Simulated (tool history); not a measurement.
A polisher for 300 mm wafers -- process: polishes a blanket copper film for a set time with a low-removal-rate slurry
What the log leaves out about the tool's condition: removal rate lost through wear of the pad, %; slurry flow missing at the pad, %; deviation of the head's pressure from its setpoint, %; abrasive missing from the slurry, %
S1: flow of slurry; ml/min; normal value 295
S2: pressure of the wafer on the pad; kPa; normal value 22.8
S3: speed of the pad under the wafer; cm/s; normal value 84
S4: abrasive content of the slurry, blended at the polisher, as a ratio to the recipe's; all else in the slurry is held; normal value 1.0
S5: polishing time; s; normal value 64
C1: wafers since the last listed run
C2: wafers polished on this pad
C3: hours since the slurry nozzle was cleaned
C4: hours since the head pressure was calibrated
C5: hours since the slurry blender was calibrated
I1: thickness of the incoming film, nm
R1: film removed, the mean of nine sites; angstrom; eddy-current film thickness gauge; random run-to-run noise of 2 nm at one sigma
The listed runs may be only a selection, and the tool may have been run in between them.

run	hour	S1	S2	S3	S4	S5	C1	C2	C3	C4	C5	I1	R1
1	0.0	295	22.8	84	1.0	64	0	1261	304.6	1484.3	83.5	1034.7	1414
2	10.1	295	22.8	84	1.0	64	94	1356	314.7	1494.4	93.6	1014.6	1368
3	16.5	295	22.8	84	1.0	64	59	1416	321.1	1500.8	100.0	1010.2	1391
# hour 21.5: worn pad replaced by a new one
4	55.4	295	22.8	84	1.0	64	326	317	360.0	1539.7	138.9	1006.2	1524
5	83.4	295	22.8	84	1.0	64	261	579	388.0	1567.7	166.9	1016.6	1483
6	91.4	295	22.8	84	1.0	64	74	654	396.0	1575.7	174.9	1039.3	1464
7	104.8	295	22.8	84	1.0	64	125	779	409.4	1589.1	188.3	1015.3	1419
# hour 141.6: worn pad replaced by a new one
8	152.0	295	22.8	84	1.2	64	404	97	456.6	1636.3	235.5	1023.6	1572
9	166.9	295	22.8	84	1.2	64	139	237	471.5	1651.2	250.4	1023.1	1548
# hour 180.7: head pressure recalibrated
10	183.3	295	22.8	84	1.0	64	134	371	487.9	2.6	266.8	1022.8	1442
11	194.4	295	22.8	84	1.0	64	103	475	499.0	13.7	277.9	1005.9	1449
12	202.9	320	22.8	84	1.0	64	79	555	507.5	22.2	286.4	1007.5	1399
13	237.9	260	22.8	84	1.0	64	327	882	542.5	57.2	321.4	1017.7	1382
# hour 262.6: slurry nozzle cleaned
14	270.4	210	15.9	84	1.0	64	294	1177	7.8	89.7	353.9	1015.2	1003
# hour 273.7: slurry blender recalibrated
# hour 282.7: worn pad replaced by a new one
15	283.8	295	22.8	84	1.0	81	69	10	21.2	103.1	10.1	1002.4	1978
16	294.0	295	22.8	84	1.0	64	95	105	31.4	113.3	20.3	1011.8	1523

Run 17 has not been measured yet. What should we expect?
17	310.1	295	22.8	84	1.0	64	150	256	47.5	129.4	36.4	1029.4	?

Logged for run 17: R1 1498 angstrom.
Minus the tool's unlogged condition, the same run would have read R1 1578 angstrom.
